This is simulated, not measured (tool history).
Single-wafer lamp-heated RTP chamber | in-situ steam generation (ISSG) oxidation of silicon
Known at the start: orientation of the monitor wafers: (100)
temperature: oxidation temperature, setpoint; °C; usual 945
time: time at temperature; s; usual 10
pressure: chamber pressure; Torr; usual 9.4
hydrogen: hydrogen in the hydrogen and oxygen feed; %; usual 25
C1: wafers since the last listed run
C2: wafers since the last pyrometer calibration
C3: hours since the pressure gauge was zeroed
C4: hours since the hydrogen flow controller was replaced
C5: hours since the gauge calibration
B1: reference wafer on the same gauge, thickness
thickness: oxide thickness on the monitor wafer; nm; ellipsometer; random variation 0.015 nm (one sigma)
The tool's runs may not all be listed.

run 1 day=0.000 | temperature=945 time=10 pressure=9.4 hydrogen=31 | C1=0 C2=771 C3=3707.5 C4=3820.8 C5=105.3 | B1=4.309 | thickness=4.104
run 2 day=1.033 | temperature=945 time=10 pressure=9.4 hydrogen=25 | C1=267 C2=1039 C3=3732.3 C4=3845.6 C5=130.1 | B1=4.310 | thickness=3.875
run 3 day=1.917 | temperature=945 time=10 pressure=9.4 hydrogen=25 | C1=228 C2=1268 C3=3753.5 C4=3866.8 C5=151.3 | B1=4.310 | thickness=3.866
run 4 day=3.304 | temperature=945 time=10 pressure=9.4 hydrogen=25 | C1=359 C2=1627 C3=3786.8 C4=3900.1 C5=184.6 | B1=4.309 | thickness=3.903
run 5 day=4.529 | temperature=945 time=10 pressure=9.4 hydrogen=25 | C1=317 C2=1945 C3=3816.2 C4=3929.5 C5=214.0 | B1=4.308 | thickness=3.902
run 6 day=5.408 | temperature=945 time=10 pressure=9.4 hydrogen=25 | C1=227 C2=2173 C3=3837.3 C4=3950.6 C5=235.1 | B1=4.312 | thickness=3.897
run 7 day=6.900 | temperature=945 time=10 pressure=9.4 hydrogen=25 | C1=386 C2=2559 C3=3873.1 C4=3986.4 C5=270.9 | B1=4.312 | thickness=3.883
run 8 day=7.533 | temperature=945 time=10 pressure=9.4 hydrogen=25 | C1=164 C2=2724 C3=3888.3 C4=4001.6 C5=286.1 | B1=4.313 | thickness=3.903
run 9 day=8.067 | temperature=955 time=10 pressure=9.4 hydrogen=25 | C1=138 C2=2862 C3=3901.1 C4=4014.4 C5=298.9 | B1=4.311 | thickness=3.985
run 10 day=8.600 | temperature=955 time=10 pressure=9.4 hydrogen=25 | C1=138 C2=3000 C3=3913.9 C4=4027.2 C5=311.7 | B1=4.311 | thickness=3.994
run 11 day=9.312 | temperature=945 time=10 pressure=9.4 hydrogen=25 | C1=184 C2=3185 C3=3931.0 C4=4044.3 C5=328.8 | B1=4.311 | thickness=3.901
run 12 day=10.117 | temperature=945 time=10 pressure=9.4 hydrogen=25 | C1=208 C2=3393 C3=3950.3 C4=4063.6 C5=348.1 | B1=4.307 | thickness=3.888
-- day=10.888 hydrogen flow controller replaced
run 13 day=11.346 | temperature=945 time=10 pressure=9.4 hydrogen=25 | C1=232 C2=3625 C3=3979.8 C4=11.0 C5=377.6 | B1=4.311 | thickness=3.912
run 14 day=12.775 | temperature=964 time=8 pressure=8.2 hydrogen=18 | C1=370 C2=3996 C3=4014.1 C4=45.3 C5=411.9 | B1=4.311 | thickness=3.518
-- day=13.775 pressure gauge zeroed
run 15 day=14.038 | temperature=955 time=10 pressure=9.4 hydrogen=25 | C1=240 C2=4236 C3=6.3 C4=75.6 C5=442.2 | B1=4.308 | thickness=3.991
run 16 day=14.579 | temperature=945 time=10 pressure=9.4 hydrogen=25 | C1=140 C2=4377 C3=19.3 C4=88.6 C5=455.2 | B1=4.309 | thickness=3.914
run 17 day=15.208 | temperature=961 time=10 pressure=10.1 hydrogen=18 | C1=163 C2=4540 C3=34.4 C4=103.7 C5=470.3 | B1=4.311 | thickness=3.730
-- day=15.254 gauge calibrated
run 18 day=16.067 | temperature=935 time=14 pressure=8.0 hydrogen=21 | C1=222 C2=4762 C3=55.0 C4=124.3 C5=19.5 | B1=4.310 | thickness=4.210
run 19 day=16.929 | temperature=945 time=10 pressure=10.1 hydrogen=25 | C1=223 C2=4986 C3=75.7 C4=145.0 C5=40.2 | B1=4.310 | thickness=3.856
run 20 day=18.362 | temperature=945 time=10 pressure=9.4 hydrogen=25 | C1=371 C2=5357 C3=110.1 C4=179.4 C5=74.6 | B1=4.313 | thickness=3.956
-- day=18.879 pyrometer window cleaned and pyrometer calibrated
run 21 day=19.550 | temperature=945 time=13 pressure=9.9 hydrogen=21 | C1=221 C2=173 C3=138.6 C4=207.9 C5=103.1 | B1=4.311 | thickness=4.037
run 22 day=20.204 | temperature=936 time=11 pressure=8.9 hydrogen=31 | C1=169 C2=342 C3=154.3 C4=223.6 C5=118.8 | B1=4.311 | thickness=4.184
run 23 day=21.650 | temperature=938 time=9 pressure=9.4 hydrogen=19 | C1=374 C2=717 C3=189.0 C4=258.3 C5=153.5 | B1=4.310 | thickness=3.421
run 24 day=23.100 | temperature=945 time=10 pressure=9.4 hydrogen=25 | C1=375 C2=1093 C3=223.8 C4=293.1 C5=188.3 | B1=4.312 | thickness=3.871
run 25 day=23.846 | temperature=954 time=13 pressure=8.6 hydrogen=16 | C1=193 C2=1286 C3=241.7 C4=311.0 C5=206.2 | B1=4.310 | thickness=3.970

3 ways to go on from here, each from the tool as it stands after run 25. What would each give?
run A day=23.862 | temperature=939 time=10 pressure=9.4 hydrogen=25 | C1=4 C2=1291 C3=242.1 C4=311.4 C5=206.6 | B1=? | thickness=?
run B day=23.862 | temperature=945 time=6 pressure=10.1 hydrogen=25 | C1=4 C2=1291 C3=242.1 C4=311.4 C5=206.6 | B1=? | thickness=?
run C day=23.862 | temperature=940 time=10 pressure=9.4 hydrogen=25 | C1=4 C2=1291 C3=242.1 C4=311.4 C5=206.6 | B1=? | thickness=?

run=A B1=4.309 thickness=3.831
run=B B1=4.309 thickness=3.198
run=C B1=4.309 thickness=3.839
Without the tool's hidden state the same runs would have given:
run=A thickness=3.808
run=B thickness=3.183
run=C thickness=3.816
